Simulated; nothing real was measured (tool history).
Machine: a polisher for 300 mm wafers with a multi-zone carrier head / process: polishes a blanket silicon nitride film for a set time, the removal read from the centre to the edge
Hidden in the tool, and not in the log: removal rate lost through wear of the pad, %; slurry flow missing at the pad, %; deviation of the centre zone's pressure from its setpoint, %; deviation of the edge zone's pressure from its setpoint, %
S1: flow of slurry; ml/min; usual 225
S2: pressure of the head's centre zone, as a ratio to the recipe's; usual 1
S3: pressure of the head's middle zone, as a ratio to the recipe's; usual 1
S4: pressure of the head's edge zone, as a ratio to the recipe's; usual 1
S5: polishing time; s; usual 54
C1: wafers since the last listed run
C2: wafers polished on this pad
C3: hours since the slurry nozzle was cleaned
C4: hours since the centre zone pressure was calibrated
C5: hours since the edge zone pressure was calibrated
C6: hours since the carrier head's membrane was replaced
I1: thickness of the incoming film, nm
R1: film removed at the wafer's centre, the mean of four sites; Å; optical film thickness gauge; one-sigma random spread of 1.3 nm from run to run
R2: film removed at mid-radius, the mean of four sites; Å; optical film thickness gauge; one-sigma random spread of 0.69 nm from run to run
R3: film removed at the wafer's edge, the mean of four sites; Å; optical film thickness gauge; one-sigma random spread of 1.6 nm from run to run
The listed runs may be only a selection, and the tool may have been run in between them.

Run 1, hour 0: usual settings; C1 0; C2 445; C3 768.5; C4 416.4; C5 1136.8; C6 1193.2; I1 653.3. Result: R1 1140 Å, R2 1045 Å, R3 1065 Å.
Run 2, hour 30.6: usual settings; C1 246; C2 691; C3 799.1; C4 447; C5 1167.4; C6 1223.8; I1 647.8. Result: R1 1132 Å, R2 1052 Å, R3 1084 Å.
At hour 44.3: worn pad replaced by a new one.
Run 3, hour 55.7: usual settings; C1 169; C2 91; C3 824.2; C4 472.1; C5 1192.5; C6 1248.9; I1 634.5. Result: R1 1154 Å, R2 1054 Å, R3 1077 Å.
Run 4, hour 85: usual settings; C1 235; C2 327; C3 853.5; C4 501.4; C5 1221.8; C6 1278.2; I1 635. Result: R1 1158 Å, R2 1053 Å, R3 1066 Å.
Run 5, hour 118.6: usual settings; C1 270; C2 597; C3 887.1; C4 535; C5 1255.4; C6 1311.8; I1 641.2. Result: R1 1151 Å, R2 1049 Å, R3 1099 Å.
At hour 144.8: worn pad replaced by a new one.
Run 6, hour 150.1: usual settings; C1 221; C2 42; C3 918.6; C4 566.5; C5 1286.9; C6 1343.3; I1 652.6. Result: R1 1179 Å, R2 1044 Å, R3 1083 Å.
Run 7, hour 171.2: usual settings; C1 169; C2 212; C3 939.7; C4 587.6; C5 1308; C6 1364.4; I1 639.1. Result: R1 1184 Å, R2 1047 Å, R3 1088 Å.
Run 8, hour 194: usual settings; C1 183; C2 395; C3 962.5; C4 610.4; C5 1330.8; C6 1387.2; I1 634.9. Result: R1 1165 Å, R2 1051 Å, R3 1113 Å.
At hour 223.3: slurry nozzle cleaned.
Run 9, hour 237.2: usual settings; C1 339; C2 735; C3 13.9; C4 653.6; C5 1374; C6 1430.4; I1 639.3. Result: R1 1190 Å, R2 1052 Å, R3 1101 Å.
At hour 263.5: worn pad replaced by a new one.
Run 10, hour 267.7: usual settings; C1 213; C2 33; C3 44.4; C4 684.1; C5 1404.5; C6 1460.9; I1 654.2. Result: R1 1212 Å, R2 1044 Å, R3 1086 Å.
At hour 286.9: carrier head's membrane replaced by a new one.
At hour 287: edge zone pressure recalibrated.
Run 11, hour 288.8: usual settings but S3 1.08, S4 1.04; C1 128; C2 162; C3 65.5; C4 705.2; C5 1.8; C6 1.9; I1 635.6. Result: R1 1196 Å, R2 1134 Å, R3 1129 Å.
Run 12, hour 319.8: usual settings but S3 1.09, S5 48 s; C1 249; C2 411; C3 96.5; C4 736.2; C5 32.8; C6 32.9; I1 651.3. Result: R1 1090 Å, R2 999 Å, R3 974 Å.
At hour 323.4: centre zone pressure recalibrated.
Run 13, hour 344: usual settings but S1 295 ml/min, S2 1.08, S3 1.11, S4 0.91; C1 178; C2 589; C3 120.7; C4 20.6; C5 57; C6 57.1; I1 644.1. Result: R1 1184 Å, R2 1169 Å, R3 1046 Å.
At hour 361.8: worn pad replaced by a new one.
Run 14, hour 362.3: usual settings but S2 1.08, S4 1.09; C1 114; C2 4; C3 139; C4 38.9; C5 75.3; C6 75.4; I1 641.8. Result: R1 1139 Å, R2 1038 Å, R3 1122 Å.
Run 15, hour 379.5: usual settings; C1 138; C2 142; C3 156.2; C4 56.1; C5 92.5; C6 92.6; I1 645.6. Result: R1 1078 Å, R2 1043 Å, R3 1096 Å.
Run 16, hour 399.4: usual settings but S2 0.91, S5 71 s; C1 159; C2 302; C3 176.1; C4 76; C5 112.4; C6 112.5; I1 641.3. Result: R1 1281 Å, R2 1382 Å, R3 1436 Å.
Run 17, hour 423.6: usual settings but S3 1.09, S5 48 s; C1 194; C2 497; C3 200.3; C4 100.2; C5 136.6; C6 136.7; I1 632.6. Result: R1 969 Å, R2 1002 Å, R3 968 Å.
Run 18, hour 450.1: usual settings but S1 260 ml/min, S2 1.05, S3 0.93; C1 213; C2 710; C3 226.8; C4 126.7; C5 163.1; C6 163.2; I1 640.3. Result: R1 1160 Å, R2 1003 Å, R3 1107 Å.

List, for all runs, the conditions of the tool that the log does not record:
removal rate lost through wear of the pad, %: 0 in every run
slurry flow missing at the pad, %: 0 in every run
deviation of the edge zone's pressure from its setpoint, %: 0 in every run
H1: deviation of the centre zone's pressure from its setpoint, %
run     H1
  1   6.54
  2   7.03
  3   7.43
  4    7.9
  5   8.44
  6   8.95
  7   9.29
  8   9.65
  9   10.3
 10   10.8
 11   11.2
 12   11.7
 13  0.315
 14  0.609
 15  0.885
 16    1.2
 17   1.59
 18   2.02
